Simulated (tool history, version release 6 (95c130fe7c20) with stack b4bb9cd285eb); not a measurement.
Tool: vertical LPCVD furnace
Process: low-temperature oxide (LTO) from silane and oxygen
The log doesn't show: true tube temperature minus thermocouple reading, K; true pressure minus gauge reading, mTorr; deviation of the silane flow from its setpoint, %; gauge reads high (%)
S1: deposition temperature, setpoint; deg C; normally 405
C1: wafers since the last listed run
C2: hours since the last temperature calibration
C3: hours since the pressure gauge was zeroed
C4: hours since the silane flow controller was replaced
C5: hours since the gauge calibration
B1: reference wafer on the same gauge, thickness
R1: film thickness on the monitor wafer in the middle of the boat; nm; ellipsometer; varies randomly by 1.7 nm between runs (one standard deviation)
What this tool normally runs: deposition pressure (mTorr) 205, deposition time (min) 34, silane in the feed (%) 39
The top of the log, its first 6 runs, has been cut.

{"run": 7, "hour": 456.8, "S1": 405, "deposition pressure (mTorr)": 205, "deposition time (min)": 34, "silane in the feed (%)": 39, "C1": 646, "C2": 3528.6, "C3": 269.4, "C4": 3412.2, "C5": 313.4, "B1": 332.24, "R1": 276.41}
{"run": 8, "hour": 508.1, "S1": 405, "deposition pressure (mTorr)": 205, "deposition time (min)": 34, "silane in the feed (%)": 42, "C1": 825, "C2": 3579.9, "C3": 320.7, "C4": 3463.5, "C5": 364.7, "B1": 333.55, "R1": 304.47}
{"run": 9, "hour": 567.2, "S1": 405, "deposition pressure (mTorr)": 155, "deposition time (min)": 30, "silane in the feed (%)": 43, "C1": 950, "C2": 3639, "C3": 379.8, "C4": 3522.6, "C5": 423.8, "B1": 333.34, "R1": 207.94}
{"run": 10, "hour": 635.1, "S1": 405, "deposition pressure (mTorr)": 205, "deposition time (min)": 29.5, "silane in the feed (%)": 39, "C1": 1091, "C2": 3706.9, "C3": 447.7, "C4": 3590.5, "C5": 491.7, "B1": 332.55, "R1": 241.63}
{"hour": 726.4, "done": "silane flow controller replaced"}
{"run": 11, "hour": 726.9, "S1": 405, "deposition pressure (mTorr)": 205, "deposition time (min)": 34, "silane in the feed (%)": 39, "C1": 1090, "C2": 3798.7, "C3": 539.5, "C4": 0.5, "C5": 583.5, "B1": 332.87, "R1": 274.39}
{"run": 12, "hour": 813.0, "S1": 405, "deposition pressure (mTorr)": 240, "deposition time (min)": 34, "silane in the feed (%)": 39, "C1": 1384, "C2": 3884.8, "C3": 625.6, "C4": 86.6, "C5": 669.6, "B1": 332.39, "R1": 324.38}
{"run": 13, "hour": 849.6, "S1": 410, "deposition pressure (mTorr)": 225, "deposition time (min)": 28.5, "silane in the feed (%)": 41, "C1": 588, "C2": 3921.4, "C3": 662.2, "C4": 123.2, "C5": 706.2, "B1": 332.68, "R1": 284.09}
{"run": 14, "hour": 886.8, "S1": 405, "deposition pressure (mTorr)": 220, "deposition time (min)": 29, "silane in the feed (%)": 37, "C1": 598, "C2": 3958.6, "C3": 699.4, "C4": 160.4, "C5": 743.4, "B1": 333.12, "R1": 236.46}
{"run": 15, "hour": 924.6, "S1": 402, "deposition pressure (mTorr)": 205, "deposition time (min)": 34, "silane in the feed (%)": 45, "C1": 607, "C2": 3996.4, "C3": 737.2, "C4": 198.2, "C5": 781.2, "B1": 332.84, "R1": 315.36}
{"run": 16, "hour": 1031.3, "S1": 405, "deposition pressure (mTorr)": 205, "deposition time (min)": 34, "silane in the feed (%)": 42, "C1": 1715, "C2": 4103.1, "C3": 843.9, "C4": 304.9, "C5": 887.9, "B1": 332.84, "R1": 295.94}
{"hour": 1061.4, "done": "thermocouples replaced and temperature profile calibrated"}
{"run": 17, "hour": 1068.5, "S1": 405, "deposition pressure (mTorr)": 205, "deposition time (min)": 34, "silane in the feed (%)": 39, "C1": 212, "C2": 7.1, "C3": 881.1, "C4": 342.1, "C5": 925.1, "B1": 333.7, "R1": 276}
{"run": 18, "hour": 1152.0, "S1": 414, "deposition pressure (mTorr)": 205, "deposition time (min)": 34, "silane in the feed (%)": 39, "C1": 1342, "C2": 90.6, "C3": 964.6, "C4": 425.6, "C5": 1008.6, "B1": 332.99, "R1": 300.01}
{"run": 19, "hour": 1238.1, "S1": 394, "deposition pressure (mTorr)": 205, "deposition time (min)": 34, "silane in the feed (%)": 39, "C1": 1384, "C2": 176.7, "C3": 1050.7, "C4": 511.7, "C5": 1094.7, "B1": 333.35, "R1": 240.14}
{"run": 20, "hour": 1324.7, "S1": 409, "deposition pressure (mTorr)": 205, "deposition time (min)": 29, "silane in the feed (%)": 39, "C1": 1392, "C2": 263.3, "C3": 1137.3, "C4": 598.3, "C5": 1181.3, "B1": 332.86, "R1": 244.29}
{"run": 21, "hour": 1363.3, "S1": 412, "deposition pressure (mTorr)": 240, "deposition time (min)": 40, "silane in the feed (%)": 39, "C1": 620, "C2": 301.9, "C3": 1175.9, "C4": 636.9, "C5": 1219.9, "B1": 332.41, "R1": 408.9}
{"run": 22, "hour": 1465.0, "S1": 405, "deposition pressure (mTorr)": 205, "deposition time (min)": 38, "silane in the feed (%)": 39, "C1": 1635, "C2": 403.6, "C3": 1277.6, "C4": 738.6, "C5": 1321.6, "B1": 332.74, "R1": 304.09}
{"run": 23, "hour": 1516.6, "S1": 416, "deposition pressure (mTorr)": 205, "deposition time (min)": 47, "silane in the feed (%)": 44, "C1": 829, "C2": 455.2, "C3": 1329.2, "C4": 790.2, "C5": 1373.2, "B1": 333.74, "R1": 480.97}
{"run": 24, "hour": 1556.6, "S1": 400, "deposition pressure (mTorr)": 205, "deposition time (min)": 34, "silane in the feed (%)": 39, "C1": 643, "C2": 495.2, "C3": 1369.2, "C4": 830.2, "C5": 1413.2, "B1": 332.47, "R1": 255.33}
{"run": 25, "hour": 1634.8, "S1": 409, "deposition pressure (mTorr)": 175, "deposition time (min)": 46, "silane in the feed (%)": 32, "C1": 1257, "C2": 573.4, "C3": 1447.4, "C4": 908.4, "C5": 1491.4, "B1": 333.78, "R1": 253.44}
{"hour": 1672.4, "done": "gauge calibrated"}
{"run": 26, "hour": 1711.8, "S1": 409, "deposition pressure (mTorr)": 255, "deposition time (min)": 34, "silane in the feed (%)": 39, "C1": 1238, "C2": 650.4, "C3": 1524.4, "C4": 985.4, "C5": 39.4, "B1": 333.07, "R1": 354.37}
{"run": 27, "hour": 1814.0, "S1": 396, "deposition pressure (mTorr)": 205, "deposition time (min)": 24, "silane in the feed (%)": 34, "C1": 1643, "C2": 752.6, "C3": 1626.6, "C4": 1087.6, "C5": 141.6, "B1": 332.65, "R1": 144.86}
{"run": 28, "hour": 1852.9, "S1": 405, "deposition pressure (mTorr)": 205, "deposition time (min)": 34, "silane in the feed (%)": 39, "C1": 625, "C2": 791.5, "C3": 1665.5, "C4": 1126.5, "C5": 180.5, "B1": 332.73, "R1": 269.96}
{"run": 29, "hour": 1948.7, "S1": 405, "deposition pressure (mTorr)": 155, "deposition time (min)": 29, "silane in the feed (%)": 42, "C1": 1540, "C2": 887.3, "C3": 1761.3, "C4": 1222.3, "C5": 276.3, "B1": 333.43, "R1": 186.69}
{"run": 30, "hour": 2041.8, "S1": 405, "deposition pressure (mTorr)": 205, "deposition time (min)": 34, "silane in the feed (%)": 33, "C1": 1497, "C2": 980.4, "C3": 1854.4, "C4": 1315.4, "C5": 369.4, "B1": 333.04, "R1": 218.57}

Here are 5 independent what-if runs from the current tool condition. What would each one return?
{"run": "A", "hour": 2047.3, "S1": 405, "deposition pressure (mTorr)": 205, "deposition time (min)": 34, "silane in the feed (%)": 39, "C1": 88, "C2": 985.9, "C3": 1859.9, "C4": 1320.9, "C5": 374.9, "B1": "?", "R1": "?"}
{"run": "B", "hour": 2047.3, "S1": 405, "deposition pressure (mTorr)": 180, "deposition time (min)": 27, "silane in the feed (%)": 39, "C1": 88, "C2": 985.9, "C3": 1859.9, "C4": 1320.9, "C5": 374.9, "B1": "?", "R1": "?"}
{"run": "C", "hour": 2047.3, "S1": 405, "deposition pressure (mTorr)": 190, "deposition time (min)": 34, "silane in the feed (%)": 43, "C1": 88, "C2": 985.9, "C3": 1859.9, "C4": 1320.9, "C5": 374.9, "B1": "?", "R1": "?"}
{"run": "D", "hour": 2047.3, "S1": 411, "deposition pressure (mTorr)": 205, "deposition time (min)": 34, "silane in the feed (%)": 43, "C1": 88, "C2": 985.9, "C3": 1859.9, "C4": 1320.9, "C5": 374.9, "B1": "?", "R1": "?"}
{"run": "E", "hour": 2047.3, "S1": 398, "deposition pressure (mTorr)": 255, "deposition time (min)": 34, "silane in the feed (%)": 39, "C1": 88, "C2": 985.9, "C3": 1859.9, "C4": 1320.9, "C5": 374.9, "B1": "?", "R1": "?"}

run=A B1=333.21 R1=273.39
run=B B1=333.21 R1=189.71
run=C B1=333.21 R1=282.5
run=D B1=333.21 R1=325.38
run=E B1=333.21 R1=316.88
Had the tool no hidden state, the same runs would have come out as:
run=A R1=282.8
run=B R1=197.19
run=C R1=293.03
run=D R1=336.59
run=E R1=325.59
